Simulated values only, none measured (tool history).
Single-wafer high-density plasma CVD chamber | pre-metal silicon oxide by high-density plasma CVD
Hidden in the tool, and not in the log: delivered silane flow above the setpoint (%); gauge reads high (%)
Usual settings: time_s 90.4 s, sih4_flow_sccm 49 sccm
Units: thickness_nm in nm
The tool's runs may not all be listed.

run	hour	time_s	sih4_flow_sccm	wafers since the last listed run	hours since the silane flow controller was replaced	hours since the gauge calibration	read-back reference wafer on the same gauge, thickness_nm	thickness_nm
1	0	81.4	49	0	2294.5	301.6	535.504	411.533
2	28.7	81.4	49	389	2323.2	330.3	534.616	409.817
3	41.7	90.4	49	176	2336.2	343.3	534.28	455.384
4	79.7	97.6	44	515	2374.2	381.3	535.53	447.515
5	103.9	78.3	49	328	2398.4	405.5	534.953	394.329
6	122.4	104.2	49	250	2416.9	424	534.642	526.372
7	158.9	90.4	52	494	2453.4	460.5	534.883	482.215
# hour 159.8: gauge calibrated
8	175.6	90.4	52	226	2470.1	15.8	535.123	480.276
9	197.3	90.4	49	294	2491.8	37.5	534.588	455.524
10	230	90.4	49	443	2524.5	70.2	535.732	455.27
11	247.5	90.4	49	237	2542	87.7	534.948	454.11
12	280.1	97.8	49	441	2574.6	120.3	534.864	490.518
13	307.2	90.4	49	367	2601.7	147.4	535.135	458.275
# hour 326.6: silane flow controller replaced
14	327.1	90.4	49	161	0.5	167.3	535.185	482.063
15	338.8	90.4	49	158	12.2	179	534.875	482.385
16	358.8	90.4	49	271	32.2	199	535.371	482.583
17	381	90.4	49	300	54.4	221.2	535.25	479.925
18	411.7	103	41	416	85.1	251.9	535.198	463.517
19	428.9	103	41	233	102.3	269.1	535.061	465.217
20	459.3	95.9	44	412	132.7	299.5	535.276	457.952
21	486.2	106.5	57	364	159.6	326.4	534.451	646.301
22	499.3	104.6	44	177	172.7	339.5	534.67	501.037
23	528.6	73.1	43	397	202	368.8	535.223	343.039
24	554.1	84.5	45	345	227.5	394.3	535.56	415.505
25	581	82.6	43	364	254.4	421.2	535.778	388.18
26	596	90.4	49	203	269.4	436.2	535.207	474.916
27	610.3	90.4	49	193	283.7	450.5	535.561	475.903
28	638.6	106.1	49	383	312	478.8	535.553	556.36
29	654	78.6	42	208	327.4	494.2	535.329	358.012
# hour 667.4: gauge calibrated
30	688.6	80.4	52	468	362	21.2	535.166	444.83
31	708.9	90.4	49	275	382.3	41.5	535.588	474.305
32	727	90.4	57	245	400.4	59.6	535.234	542.752
33	761.4	90.4	49	466	434.8	94	534.98	475.186
34	783.2	90.4	49	295	456.6	115.8	534.9	472.732
35	813	90.4	49	403	486.4	145.6	534.079	469.039
36	831.2	80.4	49	246	504.6	163.8	534.925	418.813
37	860.6	101.2	56	398	534	193.2	534.506	594.121
38	895.4	90.4	42	471	568.8	228	535.63	406.558

4 ways to go on from here, each from the tool as it stands after run 38. What would each give?
A	895.8	105.5	49	5	569.2	228.4	?	?
B	895.8	98.3	46	5	569.2	228.4	?	?
C	895.8	90.4	45	5	569.2	228.4	?	?
D	895.8	76	54	5	569.2	228.4	?	?

run	read-back reference wafer on the same gauge, thickness_nm	thickness_nm
A	534.805	548.145
B	534.805	482.185
C	534.805	434.681
D	534.805	431.662
Without the tool's hidden state the same runs would have given:
run	thickness_nm
A	564.43
B	496.511
C	447.596
D	444.487
